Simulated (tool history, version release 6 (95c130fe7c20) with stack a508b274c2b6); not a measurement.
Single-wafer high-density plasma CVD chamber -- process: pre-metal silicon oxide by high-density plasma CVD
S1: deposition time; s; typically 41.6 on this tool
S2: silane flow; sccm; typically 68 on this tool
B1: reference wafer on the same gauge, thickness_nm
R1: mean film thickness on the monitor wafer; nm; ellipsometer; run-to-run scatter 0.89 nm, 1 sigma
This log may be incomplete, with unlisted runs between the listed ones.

{"run": 1, "hour": 0.0, "S1": 41.6, "S2": 68, "B1": 319.681, "R1": 302.432}
{"run": 2, "hour": 44.1, "S1": 41.6, "S2": 68, "B1": 320.236, "R1": 304.006}
{"hour": 141.5, "done": "gauge calibrated"}
{"run": 3, "hour": 222.3, "S1": 41.6, "S2": 68, "B1": 319.963, "R1": 303.146}
{"run": 4, "hour": 254.3, "S1": 41.6, "S2": 68, "B1": 320.43, "R1": 303.322}
{"run": 5, "hour": 304.1, "S1": 41.6, "S2": 68, "B1": 319.895, "R1": 302.382}
{"run": 6, "hour": 370.7, "S1": 41.6, "S2": 68, "B1": 320.172, "R1": 303.008}
{"run": 7, "hour": 438.6, "S1": 41.6, "S2": 68, "B1": 319.726, "R1": 303.803}
{"run": 8, "hour": 489.2, "S1": 41.6, "S2": 68, "B1": 320.203, "R1": 304.521}
{"run": 9, "hour": 548.6, "S1": 41.6, "S2": 68, "B1": 319.845, "R1": 302.852}
{"run": 10, "hour": 618.4, "S1": 41.6, "S2": 68, "B1": 319.862, "R1": 302.668}
{"run": 11, "hour": 680.4, "S1": 41.6, "S2": 68, "B1": 319.997, "R1": 303.758}
{"run": 12, "hour": 712.6, "S1": 47.4, "S2": 75, "B1": 320.056, "R1": 382.521}
{"run": 13, "hour": 750.5, "S1": 47.4, "S2": 75, "B1": 320.458, "R1": 380.115}
{"run": 14, "hour": 820.3, "S1": 37.2, "S2": 68, "B1": 319.957, "R1": 270.946}
{"run": 15, "hour": 858.0, "S1": 37.2, "S2": 68, "B1": 320.415, "R1": 272.006}
{"run": 16, "hour": 913.1, "S1": 44.3, "S2": 57, "B1": 319.699, "R1": 271.396}
{"run": 17, "hour": 959.8, "S1": 34.6, "S2": 74, "B1": 320.013, "R1": 275.872}
{"run": 18, "hour": 1008.5, "S1": 48.1, "S2": 61, "B1": 320.078, "R1": 315.089}
{"run": 19, "hour": 1070.7, "S1": 47.8, "S2": 78, "B1": 320.471, "R1": 399.508}
{"run": 20, "hour": 1102.2, "S1": 48.1, "S2": 61, "B1": 320.241, "R1": 314.133}
{"hour": 1155.8, "done": "gauge calibrated"}
{"hour": 1221.7, "done": "silane flow controller replaced"}
{"run": 21, "hour": 1239.2, "S1": 33.3, "S2": 58, "B1": 320.16, "R1": 207.37}
{"run": 22, "hour": 1281.6, "S1": 35.7, "S2": 68, "B1": 319.917, "R1": 261.864}
{"run": 23, "hour": 1322.9, "S1": 41.6, "S2": 68, "B1": 319.867, "R1": 302.26}
{"run": 24, "hour": 1382.3, "S1": 41.6, "S2": 68, "B1": 319.771, "R1": 303.949}
{"run": 25, "hour": 1409.1, "S1": 45.5, "S2": 64, "B1": 320.096, "R1": 311.35}
{"run": 26, "hour": 1466.4, "S1": 41.6, "S2": 68, "B1": 320.279, "R1": 302.717}
{"run": 27, "hour": 1537.0, "S1": 35.0, "S2": 62, "B1": 319.864, "R1": 232.526}
{"run": 28, "hour": 1577.5, "S1": 41.6, "S2": 60, "B1": 319.53, "R1": 267.774}
{"run": 29, "hour": 1634.3, "S1": 46.7, "S2": 81, "B1": 319.984, "R1": 404.578}
{"run": 30, "hour": 1680.5, "S1": 41.6, "S2": 68, "B1": 319.982, "R1": 301.937}

For each run, what was the tool's unlogged condition?
delivered silane flow above the setpoint (%): 0, the same for each run
gauge reads high (%): 0, the same for each run
